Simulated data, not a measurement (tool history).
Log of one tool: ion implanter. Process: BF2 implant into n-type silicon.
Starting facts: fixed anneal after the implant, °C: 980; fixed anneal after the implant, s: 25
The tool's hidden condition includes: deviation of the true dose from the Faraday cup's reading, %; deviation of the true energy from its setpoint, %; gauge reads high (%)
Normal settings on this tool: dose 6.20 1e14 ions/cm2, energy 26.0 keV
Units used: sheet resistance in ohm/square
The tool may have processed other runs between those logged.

run    hour  dose  energy  wafers since the last listed run  hours since the last dose calibration  hours since the extraction supply was calibrated  hours since the gauge calibration  read-back reference wafer on the same gauge, sheet resistance  sheet resistance
  1     0.0  6.81    26.0                                 0                                  424.2                                            6349.8                              229.6                                                         272.02            217.16
  2    33.9  6.81    26.0                               857                                  458.1                                            6383.7                              263.5                                                         271.23            217.65
  3    48.0  6.81    26.0                               356                                  472.2                                            6397.8                              277.6                                                         272.39            216.11
  4    74.0  6.20    26.0                               657                                  498.2                                            6423.8                              303.6                                                         271.89            225.17
  5    87.0  6.20    26.0                               328                                  511.2                                            6436.8                              316.6                                                         271.72            228.94
  6   122.2  5.37    26.0                               889                                  546.4                                            6472.0                              351.8                                                         271.77            245.72
  7   142.7  5.37    26.0                               518                                  566.9                                            6492.5                              372.3                                                         272.08            245.54
  8   174.9  5.37    26.0                               814                                  599.1                                            6524.7                              404.5                                                         271.76            244.81
  9   187.0  6.69    26.0                               305                                  611.2                                            6536.8                              416.6                                                         271.97            221.20
 10   204.9  5.69    19.0                               452                                  629.1                                            6554.7                              434.5                                                         271.51            262.01
 11   225.3  5.69    19.0                               515                                  649.5                                            6575.1                              454.9                                                         271.76            262.30
 12   256.5  5.69    19.0                               788                                  680.7                                            6606.3                              486.1                                                         271.55            264.52
 13   288.2  6.20    26.0                               801                                  712.4                                            6638.0                              517.8                                                         272.36            226.37
 14   354.3  6.20    19.0                              1671                                  778.5                                            6704.1                              583.9                                                         272.01            250.92
      367.0  -- extraction supply calibrated
 15   380.5  6.20    35.0                               460                                  804.7                                              13.5                              610.1                                                         272.59            205.55
      466.5  -- gauge calibrated
 16   471.8  6.20    32.0                              2308                                  896.0                                             104.8                                5.3                                                         272.11            209.61
 17   497.6  6.20    26.0                               652                                  921.8                                             130.6                               31.1                                                         271.52            225.53
 18   527.2  6.20    26.0                               748                                  951.4                                             160.2                               60.7                                                         271.95            226.09
 19   547.3  6.20    26.0                               508                                  971.5                                             180.3                               80.8                                                         271.84            224.45
 20   571.1  7.28    23.0                               601                                  995.3                                             204.1                              104.6                                                         272.17            219.00
      582.5  -- Faraday cup replaced and dose calibrated
 21   597.9  5.42    18.5                               475                                   15.4                                             230.9                              131.4                                                         271.35            263.69
 22   630.3  4.89    26.0                               819                                   47.8                                             263.3                              163.8                                                         271.96            251.52
 23   644.2  6.20    26.0                               351                                   61.7                                             277.2                              177.7                                                         272.04            221.56
 24   679.8  6.20    26.0                               900                                   97.3                                             312.8                              213.3                                                         271.87            222.53
 25   692.5  7.83    28.5                               321                                  110.0                                             325.5                              226.0                                                         272.05            193.40
 26   704.6  5.37    26.0                               305                                  122.1                                             337.6                              238.1                                                         271.45            239.25
 27   734.6  6.20    22.5                               758                                  152.1                                             367.6                              268.1                                                         271.90            233.75
      775.4  -- Faraday cup replaced and dose calibrated, repeated, since the last time left the tool worse
 28   775.9  6.20    26.0                               841                                    0.5                                             408.9                              309.4                                                         271.75            229.31
 29   790.0  7.23    29.5                               356                                   14.6                                             423.0                              323.5                                                         271.82            203.27
 30   816.2  7.97    26.0                               662                                   40.8                                             449.2                              349.7                                                         271.87            207.21
 31   863.4  6.20    20.5                              1193                                   88.0                                             496.4                              396.9                                                         272.23            248.61
 32   890.8  7.94    30.5                               692                                  115.4                                             523.8                              424.3                                                         271.87            193.60
 33   920.5  7.16    30.0                               750                                  145.1                                             553.5                              454.0                                                         272.22            203.40
 34   936.7  6.20    26.0                               409                                  161.3                                             569.7                              470.2                                                         271.91            228.55
 35   967.5  4.80    22.5                               778                                  192.1                                             600.5                              501.0                                                         271.94            275.83
 36   997.9  7.61    28.5                               768                                  222.5                                             630.9                              531.4                                                         271.79            199.85
 37  1026.9  5.57    21.0                               733                                  251.5                                             659.9                              560.4                                                         272.02            260.40

Entry by entry between the runs, the difference in hidden state between the last listed run before and the first listed run after:
Logged between run 14 and run 15: extraction supply calibrated (hour 367.0)
  deviation of the true dose from the Faraday cup's reading, %: 2.22 -> 2.36
  the result without the hidden state subtracted from the measured one, sheet resistance: -2.21 -> -3.03 ohm/square
Logged between run 15 and run 16: gauge calibrated (hour 466.5)
  deviation of the true dose from the Faraday cup's reading, %: 2.36 -> 2.88
  the result without the hidden state subtracted from the measured one, sheet resistance: -3.03 -> -3.54 ohm/square
Logged between run 20 and run 21: Faraday cup replaced and dose calibrated (hour 582.5)
  deviation of the true dose from the Faraday cup's reading, %: 3.51 -> 6.38
  the result without the hidden state subtracted from the measured one, sheet resistance: -2.72 -> -7.68 ohm/square
Logged between run 27 and run 28: Faraday cup replaced and dose calibrated, repeated, since the last time left the tool worse (hour 775.4)
  deviation of the true dose from the Faraday cup's reading, %: 6.46 -> -0.28
  the result without the hidden state subtracted from the measured one, sheet resistance: -6.55 -> +0.33 ohm/square
